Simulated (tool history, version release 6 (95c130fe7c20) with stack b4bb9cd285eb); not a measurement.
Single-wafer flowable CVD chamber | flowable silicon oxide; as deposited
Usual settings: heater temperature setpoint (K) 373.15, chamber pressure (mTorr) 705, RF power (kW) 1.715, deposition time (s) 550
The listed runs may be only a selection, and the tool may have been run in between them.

run,day,heater temperature setpoint (K),chamber pressure (mTorr),RF power (kW),deposition time (s),wafers since the last listed run,hours since the last thermocouple change,hours since the last RF generator calibration,hours since the last manometer calibration,hours since the showerhead was replaced,hours since the gauge calibration,"read-back reference wafer on the same gauge, thickness_nm",mean film thickness on the monitor wafer (nm)
1,0.000,373.15,705,1.715,550,0,158.4,616.7,2147.5,5270.6,261.0,297.049,272.001
2,1.021,373.15,705,1.715,550,118,182.9,641.2,2172.0,5295.1,285.5,296.797,272.959
3,9.921,373.15,705,1.715,550,1029,396.5,854.8,2385.6,5508.7,499.1,297.004,271.783
4,12.338,373.15,705,1.715,550,279,454.5,912.8,2443.6,5566.7,557.1,297.036,271.995
5,14.079,373.15,705,1.715,550,201,496.3,954.6,2485.4,5608.5,598.9,297.037,272.480
6,16.333,369.15,705,1.625,550,260,550.4,1008.7,2539.5,5662.6,653.0,296.890,300.742
# day 19.904: showerhead replaced
# day 23.062: capacitance manometer re-zeroed and calibrated
7,25.300,369.15,705,1.625,550,959,765.6,1223.9,53.7,129.5,868.2,296.891,300.949
8,27.604,373.15,665,1.715,550,266,820.9,1279.2,109.0,184.8,923.5,297.071,257.014
# day 28.075: RF generator calibrated
# day 29.696: thermocouple changed; heater temperature recalibrated
9,30.167,388.15,869,1.835,500,219,11.3,50.2,170.5,246.3,985.0,297.237,201.230
# day 30.883: gauge calibrated
10,32.171,373.15,851,1.715,596,231,59.4,98.3,218.6,294.4,30.9,297.382,356.174
11,34.162,373.15,705,1.715,550,230,107.2,146.1,266.4,342.2,78.7,296.908,271.097
12,36.721,373.15,802,1.500,550,295,168.6,207.5,327.8,403.6,140.1,296.892,299.094
13,37.850,369.15,705,1.625,550,130,195.7,234.6,354.9,430.7,167.2,297.045,300.814

Expected results for the next run?
14,39.342,373.15,705,1.715,550,172,231.5,270.4,390.7,466.5,203.0,?,?

read-back reference wafer on the same gauge, thickness_nm: 297.154
mean film thickness on the monitor wafer (nm): 271.037
Had the tool carried no hidden state, the very same run would have given mean film thickness on the monitor wafer (nm) 271.037.

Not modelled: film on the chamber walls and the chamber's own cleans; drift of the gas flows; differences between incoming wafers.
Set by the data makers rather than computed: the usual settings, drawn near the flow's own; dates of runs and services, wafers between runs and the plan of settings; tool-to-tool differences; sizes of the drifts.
